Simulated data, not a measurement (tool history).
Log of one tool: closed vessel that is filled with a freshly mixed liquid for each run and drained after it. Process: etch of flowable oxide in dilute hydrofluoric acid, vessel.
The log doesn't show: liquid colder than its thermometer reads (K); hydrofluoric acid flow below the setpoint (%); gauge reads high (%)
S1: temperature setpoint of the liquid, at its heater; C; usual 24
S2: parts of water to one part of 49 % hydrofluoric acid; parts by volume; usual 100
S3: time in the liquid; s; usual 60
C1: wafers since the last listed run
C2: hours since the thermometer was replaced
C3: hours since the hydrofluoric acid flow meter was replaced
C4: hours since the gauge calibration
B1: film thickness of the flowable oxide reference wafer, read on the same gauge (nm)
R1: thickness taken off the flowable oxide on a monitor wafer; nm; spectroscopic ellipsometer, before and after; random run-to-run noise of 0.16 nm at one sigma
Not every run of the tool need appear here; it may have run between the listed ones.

run,hour,S1,S2,S3,C1,C2,C3,C4,B1,R1
1,0,27.5,100,60,0,1682.8,1003.5,191.4,139.66,23.25
2,80.4,27.5,100,60,7435,1763.2,1083.9,271.8,139.43,22.97
3,139.8,24,100,60,5493,1822.6,1143.3,331.2,139.2,20.37
4,179.5,24,100,60,3671,1862.3,1183,370.9,139.03,20.17
5,278.2,24,115,60,9128,1961,1281.7,469.6,138.48,17.13
6,325.9,24,115,60,4411,2008.7,1329.4,517.3,138.17,17.02
7,422,26.5,100,60,8887,2104.8,1425.5,613.4,137.51,21.83
8,484.5,24,100,60,5780,2167.3,1488,675.9,137.01,19.78

Run 9 comes next. What will it give?
# hour 535.5: thermometer replaced
9,537.7,28.5,130,90,4827,2.2,1541.2,729.1,?,?

Run 9 came out at B1 136.56, R1 25.99 nm.
With the hidden condition absent and the run-to-run variation left alone, this run would have shown R1 26.66 nm.
